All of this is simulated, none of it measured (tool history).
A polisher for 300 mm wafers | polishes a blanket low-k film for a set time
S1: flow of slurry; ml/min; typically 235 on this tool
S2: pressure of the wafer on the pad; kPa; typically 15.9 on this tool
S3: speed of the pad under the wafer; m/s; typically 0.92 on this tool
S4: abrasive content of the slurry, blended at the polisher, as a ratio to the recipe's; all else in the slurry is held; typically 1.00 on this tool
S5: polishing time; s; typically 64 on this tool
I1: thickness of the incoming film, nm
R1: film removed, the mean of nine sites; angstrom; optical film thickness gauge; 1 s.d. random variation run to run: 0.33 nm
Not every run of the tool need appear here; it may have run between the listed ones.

run,hour,S1,S2,S3,S4,S5,I1,R1
1,0.0,235,15.9,0.92,1.00,64,656.4,267
# hour 38.1: slurry nozzle cleaned
2,40.4,235,15.9,0.92,1.00,64,667.6,266
3,65.0,235,15.9,0.92,1.00,64,663.3,265
4,135.9,235,15.9,0.92,1.00,64,653.9,266
# hour 163.2: slurry blender recalibrated
5,184.5,235,15.9,0.92,1.00,64,651.5,275
# hour 231.6: conditioning disc replaced and pad reconditioned
# hour 232.0: worn pad replaced by a new one
# hour 239.8: head pressure recalibrated
6,328.5,235,15.9,0.92,1.00,64,650.3,264
# hour 343.1: slurry nozzle cleaned
7,353.2,235,15.9,1.14,1.00,64,655.6,311
8,381.8,235,15.9,1.14,1.00,64,647.8,319
9,421.7,235,20.7,0.92,0.80,72,646.9,348
# hour 457.5: slurry blender recalibrated
10,488.3,235,15.9,0.92,1.00,64,655.4,274
# hour 531.2: conditioning disc replaced and pad reconditioned
11,540.1,235,15.9,1.24,1.00,64,668.1,342
12,572.9,180,11.7,0.92,0.80,55,655.0,163
# hour 595.2: worn pad replaced by a new one
13,621.9,235,15.9,0.92,0.70,58,657.7,212
# hour 645.7: slurry nozzle cleaned
14,659.3,315,15.9,0.92,0.80,53,657.9,210
15,715.7,310,11.0,0.92,0.75,43,666.0,118
# hour 769.3: slurry blender recalibrated
16,772.6,235,15.9,1.04,0.75,64,648.6,271
# hour 826.2: conditioning disc replaced and pad reconditioned
17,844.3,235,15.9,0.92,1.00,64,658.6,268
18,887.3,235,15.9,0.92,1.00,64,657.1,271
# hour 896.8: worn pad replaced by a new one
19,954.2,235,15.9,1.02,1.20,64,658.6,305
# hour 998.6: slurry nozzle cleaned
20,1008.2,280,12.4,0.92,1.00,64,670.6,216
21,1035.9,235,15.9,0.92,1.20,64,652.6,281
# hour 1057.6: slurry blender recalibrated
22,1070.1,235,15.9,0.92,1.00,64,657.5,275
23,1097.8,235,19.3,1.08,1.00,77,668.5,449
24,1146.5,235,15.9,0.92,1.00,64,650.5,276
# hour 1197.8: worn pad replaced by a new one
# hour 1199.6: conditioning disc replaced and pad reconditioned
25,1200.1,310,15.9,0.92,1.00,70,665.2,298

Subtracting, for every run, the result it would have given without the tool's unlogged condition from the measured result gives the following. The same run-to-run variation enters both numbers; the gauge's scatter may not:
The hidden state here: removal rate lost through wear of the pad, %; slurry flow missing at the pad, %; deviation of the head's pressure from its setpoint, %; abrasive missing from the slurry, %; time polished since the conditioner stopped cutting, s.
run,R1
1,-9
2,-10
3,-11
4,-14
5,-2
6,-7
7,-10
8,-12
9,-16
10,-2
11,-5
12,-4
13,-7
14,-8
15,-6
16,+0
17,-3
18,-5
19,-8
20,-8
21,-10
22,-2
23,-4
24,-4
25,-7
